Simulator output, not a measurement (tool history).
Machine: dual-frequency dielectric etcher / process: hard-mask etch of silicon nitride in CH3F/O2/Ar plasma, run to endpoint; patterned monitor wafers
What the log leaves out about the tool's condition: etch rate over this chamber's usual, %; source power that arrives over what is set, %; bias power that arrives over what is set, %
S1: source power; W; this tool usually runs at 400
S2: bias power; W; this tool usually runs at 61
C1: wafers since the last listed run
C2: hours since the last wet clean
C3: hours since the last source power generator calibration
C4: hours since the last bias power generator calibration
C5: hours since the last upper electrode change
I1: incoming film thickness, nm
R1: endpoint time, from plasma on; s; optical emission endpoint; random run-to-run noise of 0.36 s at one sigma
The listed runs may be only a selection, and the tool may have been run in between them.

run,day,S1,S2,C1,C2,C3,C4,C5,I1,R1
1,0.000,400,71,0,447.7,2665.3,3325.2,3523.3,31.52,44.9
2,1.658,400,61,256,487.5,2705.1,3365.0,3563.1,31.54,48.4
3,4.092,400,61,376,545.9,2763.5,3423.4,3621.5,31.49,46.8
4,6.283,400,61,338,598.5,2816.1,3476.0,3674.1,31.43,47.3
5,8.904,400,61,405,661.4,2879.0,3538.9,3737.0,31.70,47.6
# day 10.096: wet clean of the chamber
6,11.679,400,61,274,38.0,2945.6,3605.5,3803.6,31.37,50.0
7,14.529,400,61,440,106.4,3014.0,3673.9,3872.0,31.26,48.8
8,16.012,400,61,229,142.0,3049.6,3709.5,3907.6,31.43,49.6
9,18.400,400,61,369,199.3,3106.9,3766.8,3964.9,31.52,49.7
10,21.012,400,61,403,262.0,3169.6,3829.5,4027.6,31.70,49.8
11,22.771,400,61,271,304.2,3211.8,3871.7,4069.8,31.63,48.8
12,25.021,400,61,347,358.2,3265.8,3925.7,4123.8,31.47,48.6
13,26.325,400,61,201,389.5,3297.1,3957.0,4155.1,31.69,48.8
14,27.792,460,52,226,424.7,3332.3,3992.2,4190.3,31.75,48.4
15,29.938,490,46,331,476.2,3383.8,4043.7,4241.8,31.54,48.8
# day 31.942: wet clean of the chamber
16,32.900,500,71,303,23.0,3454.9,4114.8,4312.9,31.23,42.9
17,37.588,450,69,724,135.5,3567.4,4227.3,4425.4,31.56,45.7
18,39.833,450,61,347,189.4,3621.3,4281.2,4479.3,31.50,47.5
# day 41.525: upper electrode replaced, of another model than before
19,41.646,400,61,125,232.9,3664.8,4324.7,2.9,30.94,48.7
# day 42.679: bias power generator calibrated
20,43.188,400,61,212,269.9,3701.8,12.2,39.9,31.61,48.8
# day 44.583: source power generator calibrated
21,45.696,400,61,362,330.1,26.7,72.4,100.1,31.47,49.0
22,47.267,490,61,242,367.8,64.4,110.1,137.8,31.29,46.8
23,49.008,400,61,269,409.6,106.2,151.9,179.6,31.49,48.4
24,50.796,440,53,276,452.5,149.1,194.8,222.5,31.20,51.0
# day 54.458: wet clean of the chamber
25,54.479,400,66,414,0.5,237.5,283.2,310.9,31.32,48.5
26,56.417,310,69,299,47.0,284.0,329.7,357.4,31.43,48.8
27,59.217,400,73,432,114.2,351.2,396.9,424.6,31.33,45.2
28,60.600,460,72,213,147.4,384.4,430.1,457.8,31.50,44.1
29,62.083,400,61,229,183.0,420.0,465.7,493.4,31.22,49.5
30,64.033,400,61,301,229.8,466.8,512.5,540.2,31.64,50.6
31,65.692,350,56,256,269.6,506.6,552.3,580.0,31.29,52.9
32,67.808,400,61,327,320.4,557.4,603.1,630.8,31.66,49.3
33,69.467,350,69,256,360.2,597.2,642.9,670.6,31.12,47.0
34,71.983,400,50,389,420.6,657.6,703.3,731.0,31.33,54.2
35,73.558,400,72,243,458.4,695.4,741.1,768.8,31.52,44.3

Measured minus without-hidden-state, run by run (identical run-to-run variation in each term; gauge scatter may differ):
run,R1
1,-1.7
2,-2.0
3,-2.2
4,-2.3
5,-2.7
6,+0.1
7,-0.2
8,-0.3
9,-0.6
10,-0.8
11,-1.0
12,-1.2
13,-1.3
14,-1.5
15,-1.8
16,+0.3
17,-0.1
18,-0.4
19,-0.5
20,-0.8
21,-1.0
22,-1.1
23,-1.4
24,-1.6
25,+0.7
26,+0.4
27,+0.1
28,+0.0
29,-0.2
30,-0.4
31,-0.6
32,-0.7
33,-0.9
34,-1.3
35,-1.2
